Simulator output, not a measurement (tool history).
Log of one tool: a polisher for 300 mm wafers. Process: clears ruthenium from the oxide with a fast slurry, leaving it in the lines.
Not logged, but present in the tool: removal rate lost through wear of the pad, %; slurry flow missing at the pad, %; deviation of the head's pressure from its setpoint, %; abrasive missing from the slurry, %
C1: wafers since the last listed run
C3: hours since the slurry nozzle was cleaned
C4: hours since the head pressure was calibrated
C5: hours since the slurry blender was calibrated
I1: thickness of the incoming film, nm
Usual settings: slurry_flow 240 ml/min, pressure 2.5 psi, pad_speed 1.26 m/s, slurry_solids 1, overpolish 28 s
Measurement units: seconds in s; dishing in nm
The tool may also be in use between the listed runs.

run 1 hour=0 | slurry_flow=240 pressure=2.5 pad_speed=1.26 slurry_solids=1 overpolish=28 | C1=0 wafers_polished_on_this_pad=2674 C3=562.8 C4=871.9 C5=228 | I1=299.5 | seconds=54.1 dishing=102.3
run 2 hour=57.4 | slurry_flow=240 pressure=2.5 pad_speed=1.26 slurry_solids=1 overpolish=28 | C1=673 wafers_polished_on_this_pad=3347 C3=620.2 C4=929.3 C5=285.4 | I1=300.1 | seconds=56.3 dishing=99.5
-- hour=78.1 worn pad replaced by a new one
run 3 hour=136.1 | slurry_flow=240 pressure=2.5 pad_speed=1.26 slurry_solids=1 overpolish=28 | C1=876 wafers_polished_on_this_pad=680 C3=698.9 C4=1008 C5=364.1 | I1=301.8 | seconds=61.4 dishing=95.4
-- hour=191.5 slurry blender recalibrated
-- hour=353 slurry nozzle cleaned
-- hour=359.9 worn pad replaced by a new one
run 4 hour=406 | slurry_flow=240 pressure=2.5 pad_speed=1.26 slurry_solids=1 overpolish=28 | C1=3083 wafers_polished_on_this_pad=540 C3=53 C4=1277.9 C5=214.5 | I1=295.2 | seconds=51.5 dishing=106.5
run 5 hour=475.5 | slurry_flow=240 pressure=2.5 pad_speed=1.26 slurry_solids=1 overpolish=28 | C1=815 wafers_polished_on_this_pad=1355 C3=122.5 C4=1347.4 C5=284 | I1=300.9 | seconds=53.9 dishing=101.7
run 6 hour=518.2 | slurry_flow=240 pressure=2.5 pad_speed=1.26 slurry_solids=1.15 overpolish=28 | C1=500 wafers_polished_on_this_pad=1856 C3=165.2 C4=1390.1 C5=326.7 | I1=300 | seconds=52.4 dishing=104.3
-- hour=568.4 head pressure recalibrated
-- hour=606.9 slurry blender recalibrated
-- hour=701.1 worn pad replaced by a new one
run 7 hour=705.1 | slurry_flow=240 pressure=2.5 pad_speed=1.26 slurry_solids=1.15 overpolish=28 | C1=2098 wafers_polished_on_this_pad=47 C3=352.1 C4=136.7 C5=98.2 | I1=298.4 | seconds=48.7 dishing=111.3
run 8 hour=787.8 | slurry_flow=240 pressure=2.5 pad_speed=1.26 slurry_solids=1.15 overpolish=28 | C1=970 wafers_polished_on_this_pad=1017 C3=434.8 C4=219.4 C5=180.9 | I1=305 | seconds=50.4 dishing=110
run 9 hour=886.9 | slurry_flow=205 pressure=2.5 pad_speed=1.26 slurry_solids=1 overpolish=28 | C1=1162 wafers_polished_on_this_pad=2179 C3=533.9 C4=318.5 C5=280 | I1=301.2 | seconds=55.8 dishing=101.4
run 10 hour=940.7 | slurry_flow=240 pressure=2.5 pad_speed=1.26 slurry_solids=0.7 overpolish=28 | C1=631 wafers_polished_on_this_pad=2810 C3=587.7 C4=372.3 C5=333.8 | I1=300.3 | seconds=69.2 dishing=85.7
-- hour=995.8 worn pad replaced by a new one, of another model than before
run 11 hour=1024.8 | slurry_flow=240 pressure=2.5 pad_speed=0.86 slurry_solids=1 overpolish=28 | C1=939 wafers_polished_on_this_pad=339 C3=671.8 C4=456.4 C5=417.9 | I1=299.5 | seconds=85.1 dishing=72.7
-- hour=1036.7 slurry blender recalibrated
run 12 hour=1119.8 | slurry_flow=185 pressure=2.5 pad_speed=1.26 slurry_solids=1 overpolish=35 | C1=1090 wafers_polished_on_this_pad=1430 C3=766.8 C4=551.4 C5=83.1 | I1=303.5 | seconds=53.5 dishing=123.4
run 13 hour=1179.2 | slurry_flow=285 pressure=3.3 pad_speed=1.26 slurry_solids=1.2 overpolish=35 | C1=696 wafers_polished_on_this_pad=2127 C3=826.2 C4=610.8 C5=142.5 | I1=293.1 | seconds=36.9 dishing=153.1
-- hour=1182.3 slurry nozzle cleaned
run 14 hour=1224.7 | slurry_flow=240 pressure=2.5 pad_speed=1.26 slurry_solids=1 overpolish=28 | C1=521 wafers_polished_on_this_pad=2649 C3=42.4 C4=656.3 C5=188 | I1=304.2 | seconds=54 dishing=105
run 15 hour=1307.4 | slurry_flow=240 pressure=2.5 pad_speed=1.26 slurry_solids=0.85 overpolish=35 | C1=970 wafers_polished_on_this_pad=3619 C3=125.1 C4=739 C5=270.7 | I1=301.4 | seconds=57 dishing=114.3
-- hour=1332.2 worn pad replaced by a new one
run 16 hour=1369.4 | slurry_flow=195 pressure=2.3 pad_speed=1.26 slurry_solids=0.75 overpolish=36 | C1=680 wafers_polished_on_this_pad=436 C3=187.1 C4=801 C5=332.7 | I1=299.4 | seconds=71.6 dishing=100.1
run 17 hour=1444.8 | slurry_flow=240 pressure=2.5 pad_speed=1.26 slurry_solids=0.85 overpolish=28 | C1=884 wafers_polished_on_this_pad=1320 C3=262.5 C4=876.4 C5=408.1 | I1=296.1 | seconds=68.1 dishing=87.4
-- hour=1481.8 slurry blender recalibrated
run 18 hour=1550.2 | slurry_flow=240 pressure=2.8 pad_speed=1.04 slurry_solids=1 overpolish=28 | C1=1212 wafers_polished_on_this_pad=2533 C3=367.9 C4=981.8 C5=68.4 | I1=302.7 | seconds=54.9 dishing=103.6
-- hour=1654.7 worn pad replaced by a new one
run 19 hour=1655.2 | slurry_flow=240 pressure=2.5 pad_speed=1.26 slurry_solids=1 overpolish=28 | C1=1184 wafers_polished_on_this_pad=5 C3=472.9 C4=1086.8 C5=173.4 | I1=301.8 | seconds=53.7 dishing=103.4

Subtracting, for every run, the result it would have given without the tool's unlogged condition from the measured result gives the following. The same run-to-run variation enters both numbers; the gauge's scatter may not:
run=1 seconds=+4.5 dishing=-6.9
run=2 seconds=+6.6 dishing=-9.8
run=3 seconds=+11 dishing=-15.8
run=4 seconds=+2.5 dishing=-3.9
run=5 seconds=+4.5 dishing=-7
run=6 seconds=+5.5 dishing=-9.1
run=7 seconds=+1 dishing=-1.7
run=8 seconds=+2.1 dishing=-3.5
run=9 seconds=+5.2 dishing=-7.8
run=10 seconds=+10.4 dishing=-11.8
run=11 seconds=+18.1 dishing=-15.8
run=12 seconds=+0.5 dishing=-0.8
run=13 seconds=+0.7 dishing=-1.9
run=14 seconds=+2 dishing=-2.9
run=15 seconds=+4.5 dishing=-7.1
run=16 seconds=+9.4 dishing=-11.1
run=17 seconds=+13.5 dishing=-16.5
run=18 seconds=+1.5 dishing=-2.3
run=19 seconds=+2.8 dishing=-4.3
